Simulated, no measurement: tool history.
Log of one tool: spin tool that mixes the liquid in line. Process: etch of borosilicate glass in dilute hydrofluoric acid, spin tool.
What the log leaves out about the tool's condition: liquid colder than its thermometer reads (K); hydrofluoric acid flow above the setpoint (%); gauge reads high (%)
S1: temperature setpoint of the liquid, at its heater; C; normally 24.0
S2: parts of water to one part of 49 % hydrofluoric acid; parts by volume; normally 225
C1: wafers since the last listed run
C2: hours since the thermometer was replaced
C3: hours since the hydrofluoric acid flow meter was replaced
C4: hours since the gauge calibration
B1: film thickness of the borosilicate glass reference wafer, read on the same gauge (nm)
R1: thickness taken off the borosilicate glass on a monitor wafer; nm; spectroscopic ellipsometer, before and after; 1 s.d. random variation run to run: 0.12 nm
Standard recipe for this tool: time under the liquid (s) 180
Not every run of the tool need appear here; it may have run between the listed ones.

run 1 hour=0.0 | S1=24.0 S2=225 time_under_the_liquid_(s)=155 | C1=0 C2=322.9 C3=1377.5 C4=760.2 | B1=72.21 | R1=14.38
run 2 hour=22.7 | S1=24.0 S2=225 time_under_the_liquid_(s)=155 | C1=121 C2=345.6 C3=1400.2 C4=782.9 | B1=72.22 | R1=14.53
run 3 hour=57.7 | S1=24.0 S2=225 time_under_the_liquid_(s)=180 | C1=188 C2=380.6 C3=1435.2 C4=817.9 | B1=72.25 | R1=16.91
run 4 hour=84.0 | S1=24.0 S2=225 time_under_the_liquid_(s)=180 | C1=141 C2=406.9 C3=1461.5 C4=844.2 | B1=72.26 | R1=16.69
run 5 hour=113.8 | S1=24.0 S2=225 time_under_the_liquid_(s)=180 | C1=160 C2=436.7 C3=1491.3 C4=874.0 | B1=72.29 | R1=17.00
run 6 hour=138.4 | S1=24.0 S2=225 time_under_the_liquid_(s)=180 | C1=132 C2=461.3 C3=1515.9 C4=898.6 | B1=72.30 | R1=16.49
run 7 hour=171.4 | S1=24.0 S2=225 time_under_the_liquid_(s)=180 | C1=177 C2=494.3 C3=1548.9 C4=931.6 | B1=72.33 | R1=16.96
run 8 hour=186.5 | S1=24.0 S2=225 time_under_the_liquid_(s)=180 | C1=81 C2=509.4 C3=1564.0 C4=946.7 | B1=72.34 | R1=16.71
run 9 hour=264.3 | S1=24.0 S2=225 time_under_the_liquid_(s)=180 | C1=417 C2=587.2 C3=1641.8 C4=1024.5 | B1=72.37 | R1=16.68
run 10 hour=285.3 | S1=24.0 S2=160 time_under_the_liquid_(s)=180 | C1=112 C2=608.2 C3=1662.8 C4=1045.5 | B1=72.37 | R1=25.34
run 11 hour=299.3 | S1=24.0 S2=160 time_under_the_liquid_(s)=180 | C1=75 C2=622.2 C3=1676.8 C4=1059.5 | B1=72.39 | R1=25.60
-- hour=302.4 thermometer replaced
run 12 hour=316.4 | S1=24.0 S2=160 time_under_the_liquid_(s)=180 | C1=86 C2=14.0 C3=1693.9 C4=1076.6 | B1=72.37 | R1=25.38
run 13 hour=344.7 | S1=24.0 S2=225 time_under_the_liquid_(s)=180 | C1=152 C2=42.3 C3=1722.2 C4=1104.9 | B1=72.41 | R1=16.75
run 14 hour=368.6 | S1=24.0 S2=225 time_under_the_liquid_(s)=180 | C1=128 C2=66.2 C3=1746.1 C4=1128.8 | B1=72.40 | R1=16.87
-- hour=369.9 gauge calibrated
run 15 hour=400.9 | S1=24.0 S2=225 time_under_the_liquid_(s)=85 | C1=173 C2=98.5 C3=1778.4 C4=31.0 | B1=70.30 | R1=7.64
run 16 hour=423.9 | S1=29.0 S2=160 time_under_the_liquid_(s)=275 | C1=123 C2=121.5 C3=1801.4 C4=54.0 | B1=70.44 | R1=45.74
run 17 hour=447.3 | S1=26.0 S2=315 time_under_the_liquid_(s)=150 | C1=125 C2=144.9 C3=1824.8 C4=77.4 | B1=70.61 | R1=9.53
run 18 hour=480.2 | S1=28.5 S2=330 time_under_the_liquid_(s)=180 | C1=176 C2=177.8 C3=1857.7 C4=110.3 | B1=70.82 | R1=11.75
run 19 hour=506.7 | S1=24.0 S2=160 time_under_the_liquid_(s)=180 | C1=142 C2=204.3 C3=1884.2 C4=136.8 | B1=70.95 | R1=24.69
run 20 hour=529.5 | S1=22.5 S2=195 time_under_the_liquid_(s)=180 | C1=122 C2=227.1 C3=1907.0 C4=159.6 | B1=71.04 | R1=18.80
run 21 hour=541.7 | S1=24.0 S2=225 time_under_the_liquid_(s)=180 | C1=65 C2=239.3 C3=1919.2 C4=171.8 | B1=71.13 | R1=16.72
run 22 hour=559.9 | S1=22.0 S2=225 time_under_the_liquid_(s)=245 | C1=97 C2=257.5 C3=1937.4 C4=190.0 | B1=71.22 | R1=20.88
run 23 hour=573.9 | S1=24.0 S2=225 time_under_the_liquid_(s)=180 | C1=75 C2=271.5 C3=1951.4 C4=204.0 | B1=71.27 | R1=16.39
run 24 hour=600.3 | S1=24.0 S2=180 time_under_the_liquid_(s)=180 | C1=141 C2=297.9 C3=1977.8 C4=230.4 | B1=71.41 | R1=21.53
-- hour=627.9 hydrofluoric acid flow meter replaced
run 25 hour=634.2 | S1=24.0 S2=225 time_under_the_liquid_(s)=180 | C1=176 C2=331.8 C3=6.3 C4=264.3 | B1=71.52 | R1=16.54
run 26 hour=663.5 | S1=27.0 S2=180 time_under_the_liquid_(s)=95 | C1=157 C2=361.1 C3=35.6 C4=293.6 | B1=71.61 | R1=12.96
run 27 hour=717.2 | S1=24.0 S2=225 time_under_the_liquid_(s)=180 | C1=288 C2=414.8 C3=89.3 C4=347.3 | B1=71.80 | R1=16.71
run 28 hour=739.8 | S1=19.5 S2=155 time_under_the_liquid_(s)=115 | C1=121 C2=437.4 C3=111.9 C4=369.9 | B1=71.83 | R1=13.96
run 29 hour=755.0 | S1=20.5 S2=300 time_under_the_liquid_(s)=250 | C1=81 C2=452.6 C3=127.1 C4=385.1 | B1=71.88 | R1=14.26
run 30 hour=789.7 | S1=21.5 S2=120 time_under_the_liquid_(s)=235 | C1=186 C2=487.3 C3=161.8 C4=419.8 | B1=71.97 | R1=41.40
run 31 hour=819.4 | S1=26.5 S2=225 time_under_the_liquid_(s)=245 | C1=159 C2=517.0 C3=191.5 C4=449.5 | B1=72.01 | R1=24.64
run 32 hour=854.9 | S1=24.0 S2=225 time_under_the_liquid_(s)=180 | C1=190 C2=552.5 C3=227.0 C4=485.0 | B1=72.11 | R1=16.71
run 33 hour=890.4 | S1=24.0 S2=225 time_under_the_liquid_(s)=90 | C1=190 C2=588.0 C3=262.5 C4=520.5 | B1=72.18 | R1=8.41
run 34 hour=911.0 | S1=27.5 S2=225 time_under_the_liquid_(s)=270 | C1=110 C2=608.6 C3=283.1 C4=541.1 | B1=72.20 | R1=28.41

Exercise: give the hidden state of the tool at every run:
liquid colder than its thermometer reads (K): 0 at every run
hydrofluoric acid flow above the setpoint (%): 0 at every run
H1: gauge reads high (%)
run=1 H1=3.17
run=2 H1=3.2
run=3 H1=3.23
run=4 H1=3.26
run=5 H1=3.28
run=6 H1=3.3
run=7 H1=3.33
run=8 H1=3.34
run=9 H1=3.38
run=10 H1=3.4
run=11 H1=3.4
run=12 H1=3.41
run=13 H1=3.42
run=14 H1=3.43
run=15 H1=0.418
run=16 H1=0.65
run=17 H1=0.87
run=18 H1=1.15
run=19 H1=1.36
run=20 H1=1.53
run=21 H1=1.62
run=22 H1=1.74
run=23 H1=1.83
run=24 H1=1.98
run=25 H1=2.17
run=26 H1=2.31
run=27 H1=2.55
run=28 H1=2.64
run=29 H1=2.69
run=30 H1=2.81
run=31 H1=2.91
run=32 H1=3.01
run=33 H1=3.1
run=34 H1=3.14
